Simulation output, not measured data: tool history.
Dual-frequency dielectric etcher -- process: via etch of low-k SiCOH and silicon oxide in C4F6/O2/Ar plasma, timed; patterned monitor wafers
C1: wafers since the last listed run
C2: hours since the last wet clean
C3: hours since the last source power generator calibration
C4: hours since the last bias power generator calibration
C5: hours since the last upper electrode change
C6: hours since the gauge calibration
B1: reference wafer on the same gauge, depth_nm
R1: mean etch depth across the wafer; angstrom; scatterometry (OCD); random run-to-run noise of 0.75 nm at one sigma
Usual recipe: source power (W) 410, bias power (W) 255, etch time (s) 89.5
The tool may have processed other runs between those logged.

{"run": 1, "hour": 0.0, "source power (W)": 410, "bias power (W)": 284, "etch time (s)": 89.5, "C1": 0, "C2": 458.5, "C3": 4763.9, "C4": 2948.1, "C5": 4145.7, "C6": 507.1, "B1": 270.2, "R1": 3079}
{"hour": 71.2, "done": "wet clean of the chamber"}
{"run": 2, "hour": 71.7, "source power (W)": 410, "bias power (W)": 255, "etch time (s)": 89.5, "C1": 630, "C2": 0.5, "C3": 4835.6, "C4": 3019.8, "C5": 4217.4, "C6": 578.8, "B1": 270, "R1": 2914}
{"run": 3, "hour": 155.8, "source power (W)": 410, "bias power (W)": 282, "etch time (s)": 89.5, "C1": 1112, "C2": 84.6, "C3": 4919.7, "C4": 3103.9, "C5": 4301.5, "C6": 662.9, "B1": 269.9, "R1": 3049}
{"run": 4, "hour": 216.3, "source power (W)": 410, "bias power (W)": 255, "etch time (s)": 104, "C1": 800, "C2": 145.1, "C3": 4980.2, "C4": 3164.4, "C5": 4362, "C6": 723.4, "B1": 270, "R1": 3425}
{"run": 5, "hour": 254.0, "source power (W)": 410, "bias power (W)": 255, "etch time (s)": 104, "C1": 498, "C2": 182.8, "C3": 5017.9, "C4": 3202.1, "C5": 4399.7, "C6": 761.1, "B1": 269.9, "R1": 3437}
{"run": 6, "hour": 324.2, "source power (W)": 410, "bias power (W)": 255, "etch time (s)": 89.5, "C1": 928, "C2": 253, "C3": 5088.1, "C4": 3272.3, "C5": 4469.9, "C6": 831.3, "B1": 269.9, "R1": 2963}
{"hour": 397.9, "done": "source power generator calibrated"}
{"run": 7, "hour": 409.9, "source power (W)": 410, "bias power (W)": 255, "etch time (s)": 89.5, "C1": 1080, "C2": 338.7, "C3": 12, "C4": 3358, "C5": 4555.6, "C6": 917, "B1": 270.1, "R1": 2974}
{"run": 8, "hour": 463.9, "source power (W)": 410, "bias power (W)": 255, "etch time (s)": 79.5, "C1": 714, "C2": 392.7, "C3": 66, "C4": 3412, "C5": 4609.6, "C6": 971, "B1": 269.9, "R1": 2661}
{"hour": 521.2, "done": "upper electrode replaced"}
{"hour": 535.3, "done": "wet clean of the chamber"}
{"run": 9, "hour": 561.7, "source power (W)": 410, "bias power (W)": 255, "etch time (s)": 79.5, "C1": 789, "C2": 26.4, "C3": 163.8, "C4": 3509.8, "C5": 40.5, "C6": 1068.8, "B1": 270, "R1": 2593}
{"run": 10, "hour": 644.3, "source power (W)": 350, "bias power (W)": 273, "etch time (s)": 98, "C1": 1092, "C2": 109, "C3": 246.4, "C4": 3592.4, "C5": 123.1, "C6": 1151.4, "B1": 269.7, "R1": 3115}
{"run": 11, "hour": 704.3, "source power (W)": 410, "bias power (W)": 282, "etch time (s)": 89.5, "C1": 793, "C2": 169, "C3": 306.4, "C4": 3652.4, "C5": 183.1, "C6": 1211.4, "B1": 270, "R1": 3032}
{"hour": 747.9, "done": "gauge calibrated"}
{"hour": 777.8, "done": "bias power generator calibrated"}
{"run": 12, "hour": 789.3, "source power (W)": 500, "bias power (W)": 255, "etch time (s)": 89.5, "C1": 1071, "C2": 254, "C3": 391.4, "C4": 11.5, "C5": 268.1, "C6": 41.4, "B1": 269.9, "R1": 3147}
{"run": 13, "hour": 833.7, "source power (W)": 410, "bias power (W)": 298, "etch time (s)": 99, "C1": 587, "C2": 298.4, "C3": 435.8, "C4": 55.9, "C5": 312.5, "C6": 85.8, "B1": 270.1, "R1": 3431}
{"run": 14, "hour": 880.4, "source power (W)": 320, "bias power (W)": 255, "etch time (s)": 89.5, "C1": 617, "C2": 345.1, "C3": 482.5, "C4": 102.6, "C5": 359.2, "C6": 132.5, "B1": 269.8, "R1": 2754}
{"run": 15, "hour": 985.8, "source power (W)": 410, "bias power (W)": 255, "etch time (s)": 75.5, "C1": 1393, "C2": 450.5, "C3": 587.9, "C4": 208, "C5": 464.6, "C6": 237.9, "B1": 270, "R1": 2532}
{"hour": 1069.8, "done": "wet clean of the chamber"}
{"run": 16, "hour": 1091.0, "source power (W)": 410, "bias power (W)": 204, "etch time (s)": 72.5, "C1": 1073, "C2": 21.2, "C3": 693.1, "C4": 313.2, "C5": 569.8, "C6": 343.1, "B1": 269.8, "R1": 2207}
{"run": 17, "hour": 1166.7, "source power (W)": 410, "bias power (W)": 255, "etch time (s)": 89.5, "C1": 1001, "C2": 96.9, "C3": 768.8, "C4": 388.9, "C5": 645.5, "C6": 418.8, "B1": 270.1, "R1": 2949}
{"run": 18, "hour": 1249.4, "source power (W)": 410, "bias power (W)": 281, "etch time (s)": 108, "C1": 1093, "C2": 179.6, "C3": 851.5, "C4": 471.6, "C5": 728.2, "C6": 501.5, "B1": 269.9, "R1": 3655}

Alternative continuations, all from the tool just after run 18; predict every row:
{"run": "A", "hour": 1249.8, "source power (W)": 350, "bias power (W)": 255, "etch time (s)": 89.5, "C1": 5, "C2": 180, "C3": 851.9, "C4": 472, "C5": 728.6, "C6": 501.9, "B1": "?", "R1": "?"}
{"run": "B", "hour": 1249.8, "source power (W)": 410, "bias power (W)": 255, "etch time (s)": 72, "C1": 5, "C2": 180, "C3": 851.9, "C4": 472, "C5": 728.6, "C6": 501.9, "B1": "?", "R1": "?"}
{"run": "C", "hour": 1249.8, "source power (W)": 330, "bias power (W)": 255, "etch time (s)": 65.5, "C1": 5, "C2": 180, "C3": 851.9, "C4": 472, "C5": 728.6, "C6": 501.9, "B1": "?", "R1": "?"}
{"run": "D", "hour": 1249.8, "source power (W)": 380, "bias power (W)": 279, "etch time (s)": 65, "C1": 5, "C2": 180, "C3": 851.9, "C4": 472, "C5": 728.6, "C6": 501.9, "B1": "?", "R1": "?"}
{"run": "E", "hour": 1249.8, "source power (W)": 410, "bias power (W)": 198, "etch time (s)": 89.5, "C1": 5, "C2": 180, "C3": 851.9, "C4": 472, "C5": 728.6, "C6": 501.9, "B1": "?", "R1": "?"}

run=A B1=269.9 R1=2791
run=B B1=269.9 R1=2358
run=C B1=269.9 R1=2006
run=D B1=269.9 R1=2138
run=E B1=269.9 R1=2721
The same runs, with their run-to-run variation unchanged, on a tool lacking any hidden condition would have given:
run=A R1=2765
run=B R1=2336
run=C R1=1988
run=D R1=2118
run=E R1=2696

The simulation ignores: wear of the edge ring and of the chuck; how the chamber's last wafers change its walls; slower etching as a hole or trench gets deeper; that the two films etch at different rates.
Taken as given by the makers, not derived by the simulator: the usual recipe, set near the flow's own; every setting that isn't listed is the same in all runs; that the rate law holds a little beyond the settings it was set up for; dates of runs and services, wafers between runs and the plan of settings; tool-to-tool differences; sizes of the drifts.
